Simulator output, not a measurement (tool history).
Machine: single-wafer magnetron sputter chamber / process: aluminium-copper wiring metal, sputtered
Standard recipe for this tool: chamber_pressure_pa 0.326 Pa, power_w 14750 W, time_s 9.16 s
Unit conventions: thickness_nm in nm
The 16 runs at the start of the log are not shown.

run	hour	chamber_pressure_pa	power_w	time_s	read-back reference wafer on the same gauge, thickness_nm	thickness_nm
# hour 1321: capacitance manometer re-zeroed and calibrated
17	1380.4	0.431	15700	9.8	324.949	289.643
18	1456.5	0.245	17850	10.13	324.784	377.667
19	1545.4	0.326	13200	9.92	324.896	262.317
20	1585	0.326	14750	9.16	325.225	267.33
21	1635.1	0.452	15950	9.16	325.234	270.243
22	1745.5	0.326	11800	9.16	325.124	214.159
# hour 1820.8: sputter target and shields replaced
23	2034.8	0.389	18450	9.9	324.746	355.468
24	2096.3	0.326	14750	9.16	325.077	269.973
25	2176.3	0.368	15900	9.16	325.211	285.788
# hour 2232.1: magnet pack replaced
26	2394.3	0.29	14750	10.02	325.342	297.042
27	2447.3	0.221	11500	9.98	324.77	236.839
# hour 2479.9: sputter target and shields replaced
28	2496.3	0.26	12500	7.76	324.851	203.39
29	2552.4	0.326	11400	10.16	324.704	235.443
30	2633.8	0.326	12550	8.04	325.104	203.617
31	2795	0.225	14750	9.16	324.98	284.48
32	2856.4	0.326	14750	9.16	324.812	272.203
33	2923.8	0.326	14750	10.34	325.061	303.2
34	2996.3	0.326	14750	10.46	324.651	306.724

What if the next run were any one of these 4? Each begins from the tool's condition after run 34:
A	2996.7	0.326	14750	9.16	?	?
B	2996.7	0.374	12300	9.16	?	?
C	2996.7	0.326	14750	10.28	?	?
D	2996.7	0.434	18350	8.68	?	?

run	read-back reference wafer on the same gauge, thickness_nm	thickness_nm
A	325.22	267.074
B	325.22	218.474
C	325.22	299.73
D	325.22	296.896
With the hidden condition removed and each run's random variation left untouched, the same runs would have given:
run	thickness_nm
A	273.941
B	224.091
C	307.436
D	304.53

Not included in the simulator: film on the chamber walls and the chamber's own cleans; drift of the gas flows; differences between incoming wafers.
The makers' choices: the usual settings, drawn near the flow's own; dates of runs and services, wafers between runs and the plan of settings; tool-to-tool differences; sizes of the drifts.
